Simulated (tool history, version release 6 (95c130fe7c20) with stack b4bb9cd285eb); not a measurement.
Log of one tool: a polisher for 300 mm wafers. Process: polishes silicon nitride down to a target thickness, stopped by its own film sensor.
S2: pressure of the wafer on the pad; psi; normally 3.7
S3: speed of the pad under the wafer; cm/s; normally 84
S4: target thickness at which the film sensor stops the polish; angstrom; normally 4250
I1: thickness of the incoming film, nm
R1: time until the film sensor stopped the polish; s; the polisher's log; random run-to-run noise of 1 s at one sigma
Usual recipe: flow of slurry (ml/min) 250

Run 1, hour 0: usual settings but flow of slurry (ml/min) 195; I1 546.6. Result: R1 97 s.
Run 2, hour 44.7: usual settings but flow of slurry (ml/min) 195; I1 538.3. Result: R1 92.2 s.
Run 3, hour 83.1: usual settings; I1 531.6. Result: R1 87.9 s.
At hour 88.2: worn pad replaced by a new one.
Run 4, hour 117.7: usual settings; I1 539.5. Result: R1 89.1 s.
Run 5, hour 142.7: usual settings; I1 541.4. Result: R1 93.1 s.
Run 6, hour 196.7: usual settings but flow of slurry (ml/min) 180, S2 2.9 psi; I1 541.3. Result: R1 122.9 s.
Run 7, hour 225.3: usual settings but S3 62 cm/s; I1 533.9. Result: R1 114.8 s.
At hour 261.4: worn pad replaced by a new one.
Run 8, hour 287: usual settings but S3 62 cm/s; I1 535.8. Result: R1 125.4 s.
Run 9, hour 319.2: usual settings; I1 548. Result: R1 110 s.
At hour 366.3: worn pad replaced by a new one, repeated, since the last time left the tool worse.
Run 10, hour 379.9: usual settings but S2 3.2 psi, S4 3860 angstrom; I1 536.5. Result: R1 136.5 s.
Run 11, hour 450: usual settings but flow of slurry (ml/min) 300; I1 543.5. Result: R1 92.8 s.
At hour 478.8: head pressure recalibrated.
At hour 520.1: worn pad replaced by a new one.
Run 12, hour 520.6: usual settings but S2 3.2 psi, S4 3860 angstrom; I1 537.3. Result: R1 135.1 s.
At hour 553.4: slurry nozzle cleaned.
Run 13, hour 557.4: usual settings but S3 102 cm/s; I1 534.7. Result: R1 72.8 s.
Run 14, hour 622.1: usual settings but S3 114 cm/s, S4 4360 angstrom; I1 544.3. Result: R1 68.3 s.
Run 15, hour 648.9: usual settings; I1 538.2. Result: R1 91.6 s.
At hour 664.9: worn pad replaced by a new one.
Run 16, hour 683.1: usual settings but S2 3.2 psi, S3 112 cm/s; I1 545. Result: R1 86 s.
Run 17, hour 737.4: usual settings but S3 98 cm/s; I1 540.6. Result: R1 80.9 s.
Run 18, hour 770.8: usual settings but S2 2.5 psi, S3 98 cm/s, S4 4610 angstrom; I1 543.3. Result: R1 86.4 s.

The tool's hidden state at each run:
slurry flow missing at the pad, %: 0 at every run
deviation of the head's pressure from its setpoint, %: 0 at every run
H1: removal rate lost through wear of the pad, %
run     H1
  1   2.52
  2   4.37
  3   5.97
  4   1.33
  5   2.37
  6   4.61
  7    5.8
  8   12.5
  9   13.8
 10  0.653
 11   3.56
 12  0.671
 13    2.2
 14   4.88
 15      6
 16   1.07
 17   3.33
 18   4.71

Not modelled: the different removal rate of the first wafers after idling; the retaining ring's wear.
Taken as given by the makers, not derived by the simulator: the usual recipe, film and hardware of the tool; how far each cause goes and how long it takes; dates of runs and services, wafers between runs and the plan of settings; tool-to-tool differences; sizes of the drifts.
